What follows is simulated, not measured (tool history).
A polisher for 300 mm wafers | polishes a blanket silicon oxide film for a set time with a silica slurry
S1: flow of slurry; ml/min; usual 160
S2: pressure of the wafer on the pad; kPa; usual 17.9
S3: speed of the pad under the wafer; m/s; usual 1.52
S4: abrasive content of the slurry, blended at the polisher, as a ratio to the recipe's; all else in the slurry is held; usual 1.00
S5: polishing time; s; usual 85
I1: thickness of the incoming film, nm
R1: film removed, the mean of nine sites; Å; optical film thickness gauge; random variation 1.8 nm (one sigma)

run	hour	S1	S2	S3	S4	S5	I1	R1
1	0.0	160	17.9	1.52	1.00	85	1581.0	2443
2	57.0	160	17.9	1.52	1.00	85	1595.6	2423
# hour 82.4: conditioning disc replaced and pad reconditioned
3	107.4	160	17.9	1.52	1.00	85	1597.4	2448
# hour 165.1: worn pad replaced by a new one
4	206.0	160	17.9	1.52	1.00	85	1575.9	2432
5	251.2	160	17.9	1.52	1.00	85	1575.4	2462
# hour 255.3: conditioning disc replaced and pad reconditioned
6	324.9	140	17.9	1.52	1.00	108	1594.9	3034
# hour 352.6: worn pad replaced by a new one
# hour 359.3: head pressure recalibrated
# hour 363.3: slurry blender recalibrated
7	363.8	140	17.9	1.52	1.00	108	1589.4	3018
8	402.5	140	17.9	1.52	1.00	108	1553.2	3018
9	441.0	135	22.8	1.52	1.00	85	1582.0	2739
# hour 452.2: conditioning disc replaced and pad reconditioned
10	520.4	160	23.4	1.52	1.10	113	1561.5	3976
# hour 536.6: worn pad replaced by a new one
# hour 554.8: slurry nozzle cleaned
11	559.1	160	17.9	2.02	1.15	99	1600.6	3771
12	606.8	160	11.7	1.28	1.00	85	1570.1	1687
# hour 627.4: conditioning disc replaced and pad reconditioned
13	710.7	160	14.5	1.98	1.00	94	1592.9	2943
# hour 717.7: worn pad replaced by a new one
# hour 738.6: slurry blender recalibrated
# hour 757.6: head pressure recalibrated
# hour 801.8: conditioning disc replaced and pad reconditioned
14	818.3	160	17.9	1.52	1.00	85	1588.1	2418

The next listed run, before its measurement:
15	856.5	160	17.9	1.02	1.00	85	1572.7	?

{"run 15": {"R1": 1768}}
Without the tool's hidden state the same run would have given R1 1768 Å.
